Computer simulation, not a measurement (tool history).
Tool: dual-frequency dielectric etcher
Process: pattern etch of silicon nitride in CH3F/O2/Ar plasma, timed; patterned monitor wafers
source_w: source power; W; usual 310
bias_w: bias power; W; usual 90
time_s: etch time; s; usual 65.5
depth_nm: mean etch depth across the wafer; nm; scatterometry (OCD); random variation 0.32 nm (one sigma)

| run | hour | source_w | bias_w | time_s | wafers since the last listed run | hours since the last wet clean | hours since the last source power generator calibration | hours since the last bias power generator calibration | hours since the last upper electrode change | hours since the gauge calibration | read-back reference wafer on the same gauge, depth_nm | depth_nm |
|---|---|---|---|---|---|---|---|---|---|---|---|---|
| 1 | 0 | 310 | 90 | 65.5 | 0 | 167 | 1721.6 | 2150.7 | 3164 | 761.6 | 55.6 | 46.44 |
| 2 | 28.1 | 280 | 90 | 65.5 | 208 | 195.1 | 1749.7 | 2178.8 | 3192.1 | 789.7 | 55.67 | 44.56 |
| 3 | 48.4 | 280 | 90 | 65.5 | 150 | 215.4 | 1770 | 2199.1 | 3212.4 | 810 | 55.61 | 45 |
| 4 | 64.4 | 250 | 90 | 65.5 | 118 | 231.4 | 1786 | 2215.1 | 3228.4 | 826 | 55.61 | 43.67 |
| 5 | 90.5 | 250 | 90 | 65.5 | 193 | 257.5 | 1812.1 | 2241.2 | 3254.5 | 852.1 | 55.5 | 44.13 |
|  | 93.9 | gauge calibrated |
| 6 | 114.1 | 250 | 90 | 65.5 | 174 | 281.1 | 1835.7 | 2264.8 | 3278.1 | 20.2 | 57.05 | 44.97 |
| 7 | 140 | 310 | 90 | 65.5 | 192 | 307 | 1861.6 | 2290.7 | 3304 | 46.1 | 56.92 | 47.63 |
| 8 | 168 | 310 | 90 | 65.5 | 207 | 335 | 1889.6 | 2318.7 | 3332 | 74.1 | 56.75 | 48.06 |
|  | 190.9 | source power generator calibrated |
| 9 | 196.8 | 310 | 90 | 65.5 | 183 | 363.8 | 5.9 | 2347.5 | 3360.8 | 102.9 | 56.59 | 47.56 |
| 10 | 220.6 | 370 | 75 | 50 | 176 | 387.6 | 29.7 | 2371.3 | 3384.6 | 126.7 | 56.42 | 36.86 |
| 11 | 251 | 380 | 90 | 83.5 | 225 | 418 | 60.1 | 2401.7 | 3415 | 157.1 | 56.43 | 64.69 |
| 12 | 283.9 | 310 | 97 | 59.5 | 243 | 450.9 | 93 | 2434.6 | 3447.9 | 190 | 56.22 | 43.52 |
| 13 | 310.7 | 280 | 74 | 71.5 | 198 | 477.7 | 119.8 | 2461.4 | 3474.7 | 216.8 | 56.05 | 47.96 |
|  | 343.2 | wet clean of the chamber |
| 14 | 343.7 | 370 | 105 | 59 | 66 | 0.5 | 152.8 | 2494.4 | 3507.7 | 249.8 | 55.96 | 46.29 |
|  | 383 | upper electrode replaced |
| 15 | 383.5 | 310 | 101 | 72 | 117 | 40.3 | 192.6 | 2534.2 | 0.5 | 289.6 | 55.99 | 52.34 |
| 16 | 393.9 | 310 | 80 | 78.5 | 77 | 50.7 | 203 | 2544.6 | 10.9 | 300 | 55.76 | 55.14 |
| 17 | 407.6 | 310 | 90 | 83 | 101 | 64.4 | 216.7 | 2558.3 | 24.6 | 313.7 | 55.83 | 59.18 |
| 18 | 432.4 | 250 | 90 | 74 | 183 | 89.2 | 241.5 | 2583.1 | 49.4 | 338.5 | 55.74 | 49.33 |
| 19 | 463.2 | 310 | 105 | 65.5 | 228 | 120 | 272.3 | 2613.9 | 80.2 | 369.3 | 55.69 | 48.64 |
| 20 | 499 | 310 | 90 | 65.5 | 265 | 155.8 | 308.1 | 2649.7 | 116 | 405.1 | 55.56 | 46.82 |
| 21 | 526.9 | 310 | 90 | 65.5 | 206 | 183.7 | 336 | 2677.6 | 143.9 | 433 | 55.49 | 46.95 |
| 22 | 548.2 | 380 | 79 | 65.5 | 157 | 205 | 357.3 | 2698.9 | 165.2 | 454.3 | 55.54 | 48.79 |
|  | 562 | bias power generator calibrated |
| 23 | 575.6 | 310 | 90 | 65.5 | 173 | 232.4 | 384.7 | 13.6 | 192.6 | 481.7 | 55.47 | 46.94 |
| 24 | 590.2 | 310 | 90 | 65.5 | 108 | 247 | 399.3 | 28.2 | 207.2 | 496.3 | 55.47 | 46.32 |
| 25 | 615.1 | 380 | 79 | 65.5 | 184 | 271.9 | 424.2 | 53.1 | 232.1 | 521.2 | 55.49 | 48.29 |
| 26 | 642.3 | 310 | 90 | 65.5 | 201 | 299.1 | 451.4 | 80.3 | 259.3 | 548.4 | 55.36 | 46.53 |
| 27 | 675.4 | 340 | 83 | 65.5 | 245 | 332.2 | 484.5 | 113.4 | 292.4 | 581.5 | 55.33 | 47.14 |
| 28 | 709.8 | 270 | 90 | 48 | 255 | 366.6 | 518.9 | 147.8 | 326.8 | 615.9 | 55.3 | 32.3 |
| 29 | 745.3 | 310 | 90 | 60 | 263 | 402.1 | 554.4 | 183.3 | 362.3 | 651.4 | 55.31 | 42.47 |
| 30 | 777.5 | 310 | 90 | 65.5 | 238 | 434.3 | 586.6 | 215.5 | 394.5 | 683.6 | 55.26 | 47.02 |
| 31 | 801.3 | 270 | 71 | 76 | 176 | 458.1 | 610.4 | 239.3 | 418.3 | 707.4 | 55.33 | 49.33 |

3 ways to go on from here, each from the tool as it stands after run 31. What would each give?
| A | 801.7 | 310 | 90 | 65.5 | 2 | 458.5 | 610.8 | 239.7 | 418.7 | 707.8 | ? | ? |
| B | 801.7 | 280 | 70 | 72.5 | 2 | 458.5 | 610.8 | 239.7 | 418.7 | 707.8 | ? | ? |
| C | 801.7 | 330 | 90 | 65.5 | 2 | 458.5 | 610.8 | 239.7 | 418.7 | 707.8 | ? | ? |

| run | read-back reference wafer on the same gauge, depth_nm | depth_nm |
|---|---|---|
| A | 55.23 | 46.63 |
| B | 55.23 | 47.75 |
| C | 55.23 | 47.54 |
Without the tool's hidden state the same runs would have given:
| run | depth_nm |
|---|---|
| A | 48.54 |
| B | 49.7 |
| C | 49.48 |

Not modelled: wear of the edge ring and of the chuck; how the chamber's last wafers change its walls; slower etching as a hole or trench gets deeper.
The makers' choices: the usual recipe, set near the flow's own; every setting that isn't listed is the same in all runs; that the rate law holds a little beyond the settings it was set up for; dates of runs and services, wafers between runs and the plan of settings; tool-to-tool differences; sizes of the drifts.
